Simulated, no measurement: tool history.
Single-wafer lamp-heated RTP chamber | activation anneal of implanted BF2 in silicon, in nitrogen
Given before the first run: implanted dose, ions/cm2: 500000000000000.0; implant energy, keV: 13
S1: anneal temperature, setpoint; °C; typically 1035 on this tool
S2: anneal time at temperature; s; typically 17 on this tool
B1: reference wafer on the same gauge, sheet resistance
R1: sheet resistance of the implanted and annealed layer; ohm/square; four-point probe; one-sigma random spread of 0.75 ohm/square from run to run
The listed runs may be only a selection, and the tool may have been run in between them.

run	day	S1	S2	B1	R1
1	0.000	1035	17	323.26	259.71
2	0.696	1035	17	322.89	260.05
3	1.079	1035	17	322.95	258.86
4	1.404	1035	24	322.65	253.16
# day 1.704: gauge calibrated
5	1.888	1035	24	322.99	251.32
6	2.462	1035	17	323.57	257.47
# day 3.079: pyrometer window cleaned and pyrometer calibrated
7	3.517	1035	17	322.72	264.48
8	4.246	1035	17	323.14	263.00
# day 4.579: reflector plate cleaned
9	4.600	1035	17	322.98	270.91
10	5.029	1008	26	322.66	283.45
11	5.683	1024	17	322.98	278.58
12	6.396	1006	21	323.03	287.95

Run 13 is up next; what results do you expect?
# day 6.738: gauge calibrated
13	6.762	1023	17	?	?

{"run 13": {"B1": 323.12, "R1": 279.93}}
Take away the tool's hidden state, keep the run-to-run variation as it was, and the same run would have given R1 281.28 ohm/square.
